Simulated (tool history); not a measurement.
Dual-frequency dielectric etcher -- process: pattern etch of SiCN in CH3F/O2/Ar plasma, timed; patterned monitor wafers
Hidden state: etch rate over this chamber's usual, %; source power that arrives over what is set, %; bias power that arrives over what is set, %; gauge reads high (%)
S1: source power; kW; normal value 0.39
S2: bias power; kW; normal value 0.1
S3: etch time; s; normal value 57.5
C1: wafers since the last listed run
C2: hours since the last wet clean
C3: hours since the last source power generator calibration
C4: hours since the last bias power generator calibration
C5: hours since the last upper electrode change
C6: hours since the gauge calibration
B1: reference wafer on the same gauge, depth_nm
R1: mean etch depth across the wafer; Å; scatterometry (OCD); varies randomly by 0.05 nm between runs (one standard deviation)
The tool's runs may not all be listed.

run	hour	S1	S2	S3	C1	C2	C3	C4	C5	C6	B1	R1
1	0	0.39	0.1	57.5	0	251.2	3224.1	845.5	4026.3	460.3	19.9	235.3
2	44.7	0.39	0.1	57.5	693	295.9	3268.8	890.2	4071	505	19.9	234.7
3	73.8	0.39	0.1	57.5	451	325	3297.9	919.3	4100.1	534.1	19.9	234.9
4	113.1	0.39	0.1	57.5	609	364.3	3337.2	958.6	4139.4	573.4	19.9	234.9
5	160.8	0.39	0.1	57.5	739	412	3384.9	1006.3	4187.1	621.1	19.9	234.5
6	211.7	0.47	0.1	64	789	462.9	3435.8	1057.2	4238	672	19.91	284.3
7	272	0.39	0.1	57.5	934	523.2	3496.1	1117.5	4298.3	732.3	19.9	234.1
# hour 320.6: wet clean of the chamber
8	321.1	0.39	0.1	57.5	389	0.5	3545.2	1166.6	4347.4	781.4	19.9	234.3
9	347.2	0.39	0.1	57.5	404	26.6	3571.3	1192.7	4373.5	807.5	19.9	234.2
# hour 365.7: gauge calibrated
10	372.2	0.39	0.1	57.5	387	51.6	3596.3	1217.7	4398.5	6.5	19.9	234.4
# hour 425.1: upper electrode replaced
11	425.6	0.39	0.1	57.5	455	105	3649.7	1271.1	0.5	59.9	19.9	232.9
12	441.1	0.47	0.1	57.5	240	120.5	3665.2	1286.6	16	75.4	19.89	255.8
13	486.6	0.32	0.11	57.5	705	166	3710.7	1332.1	61.5	120.9	19.9	219
14	553.9	0.39	0.085	51.5	1043	233.3	3778	1399.4	128.8	188.2	19.9	197.8
15	609.3	0.39	0.1	57.5	858	288.7	3833.4	1454.8	184.2	243.6	19.89	232.4
16	639.6	0.39	0.1	57.5	469	319	3863.7	1485.1	214.5	273.9	19.89	232.4
17	692.1	0.39	0.124	46.5	813	371.5	3916.2	1537.6	267	326.4	19.9	204.6
18	726.3	0.39	0.113	57.5	530	405.7	3950.4	1571.8	301.2	360.6	19.9	243.8
# hour 730.5: source power generator calibrated
# hour 770.2: wet clean of the chamber
19	770.7	0.34	0.123	72	254	0.5	40.2	1616.2	345.6	405	19.9	301.8
# hour 777.6: bias power generator calibrated
20	778.1	0.46	0.1	48.5	52	7.9	47.6	0.5	353	412.4	19.9	218
21	833.4	0.39	0.1	57.5	857	63.2	102.9	55.8	408.3	467.7	19.9	239.2
22	863.2	0.39	0.111	57.5	462	93	132.7	85.6	438.1	497.5	19.9	248.7
23	902.2	0.39	0.1	57.5	604	132	171.7	124.6	477.1	536.5	19.9	239.1
24	970.8	0.47	0.107	41	1063	200.6	240.3	193.2	545.7	605.1	19.89	190.2
25	1040.7	0.39	0.1	70	1083	270.5	310.2	263.1	615.6	675	19.9	291.4

Forecast each of these 5 alternatives for the next run:
A	1041.1	0.39	0.1	57.5	6	270.9	310.6	263.5	616	675.4	?	?
B	1041.1	0.34	0.111	57.5	6	270.9	310.6	263.5	616	675.4	?	?
C	1041.1	0.45	0.12	62	6	270.9	310.6	263.5	616	675.4	?	?
D	1041.1	0.33	0.1	64	6	270.9	310.6	263.5	616	675.4	?	?
E	1041.1	0.42	0.1	52	6	270.9	310.6	263.5	616	675.4	?	?

run	B1	R1
A	19.9	239.8
B	19.9	232.6
C	19.9	295.4
D	19.9	245.5
E	19.9	224.7
Without the tool's unlogged condition, the same runs would have read:
run	R1
A	240.3
B	233.1
C	296
D	246
E	225.2
